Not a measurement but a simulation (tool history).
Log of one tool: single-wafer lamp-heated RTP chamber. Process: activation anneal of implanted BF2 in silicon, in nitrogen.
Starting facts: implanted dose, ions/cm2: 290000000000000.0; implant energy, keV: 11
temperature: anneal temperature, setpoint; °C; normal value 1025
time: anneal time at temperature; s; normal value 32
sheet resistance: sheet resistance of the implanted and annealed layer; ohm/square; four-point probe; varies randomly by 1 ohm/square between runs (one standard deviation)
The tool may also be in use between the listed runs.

run	hour	temperature	time	wafers since the last listed run	wafers since the last pyrometer calibration	wafers since the reflector plate was cleaned	hours since the gauge calibration	read-back reference wafer on the same gauge, sheet resistance	sheet resistance
1	0	1025	32	0	45	4775	23.5	400.72	382.6
2	15.8	1025	32	241	287	5016	39.3	400.75	383.52
3	26.2	1025	32	158	445	5174	49.7	401	382.26
4	72.8	1025	32	711	1156	5885	96.3	400.8	380.36
5	88.1	1025	32	233	1390	6119	111.6	401.09	382.34
6	97.9	1025	32	149	1539	6268	121.4	400.97	381.3
7	111.5	1025	32	207	1747	6476	135	400.89	382.61
8	121.4	1025	32	151	1898	6627	144.9	401.12	381.88
9	131.8	1017	32	158	2056	6786	155.3	401.14	383.8
10	140.6	1025	32	134	2191	6920	164.1	401.05	380.23
11	148.6	1025	32	122	2313	7042	172.1	400.91	380.56
12	178.4	1025	32	454	2768	7497	201.9	401.75	381.73
13	186.4	1025	32	122	2890	7619	209.9	401.6	378.95
14	195.3	1025	32	135	3025	7755	218.8	401.56	377.3
# hour 197.8: gauge calibrated
15	209.6	1025	32	218	3244	7973	11.8	401.12	377.95
16	218.4	1025	32	134	3378	8107	20.6	400.83	379.1
17	235.7	1025	32	263	3642	8371	37.9	401.39	379.23
# hour 251.3: pyrometer window cleaned and pyrometer calibrated
# hour 258.4: reflector plate cleaned
18	258.9	1002	17	124	7	7	61.1	400.8	403.18
19	259.2	1010	21	4	12	12	61.4	400.63	395.88
20	260.5	1041	32	19	32	32	62.7	401.69	377.27
21	268	1025	32	114	146	146	70.2	401.01	384.27
22	284.3	1010	45	248	395	395	86.5	400.48	384.38
23	297.6	1025	32	202	598	598	99.8	401.24	382.97
24	306.4	1012	20	134	732	732	108.6	401.07	394.88
25	321.3	1043	47	227	960	960	123.5	400.53	367.92
26	356.6	1025	32	538	1498	1498	158.8	401.34	381.19
27	367.2	1025	32	161	1660	1660	169.4	401.4	381.96
28	377	1038	39	149	1809	1809	179.2	401.49	372
29	386.9	1047	16	151	1960	1960	189.1	401.31	383.84
30	394.3	1025	32	112	2073	2073	196.5	401.54	380.1
31	409.1	1025	47	225	2299	2299	211.3	401.32	373.43
32	418.6	1025	50	144	2444	2444	220.8	400.72	371.1
33	427.3	1009	38	132	2577	2577	229.5	401.3	382.87
34	438.1	1025	32	164	2742	2742	240.3	400.99	377.8
35	446.3	1034	42	125	2867	2867	248.5	400.9	371.25

What if the next run were any one of these 3? Each begins from the tool's condition after run 35:
A	446.7	1025	37	6	2873	2873	248.9	?	?
B	446.7	1009	49	6	2873	2873	248.9	?	?
C	446.7	1035	43	6	2873	2873	248.9	?	?

run	read-back reference wafer on the same gauge, sheet resistance	sheet resistance
A	400.79	377.92
B	400.79	379.9
C	400.79	371.01
What these runs would have given with no unlogged condition in the tool:
run	sheet resistance
A	382.03
B	384.66
C	374.99
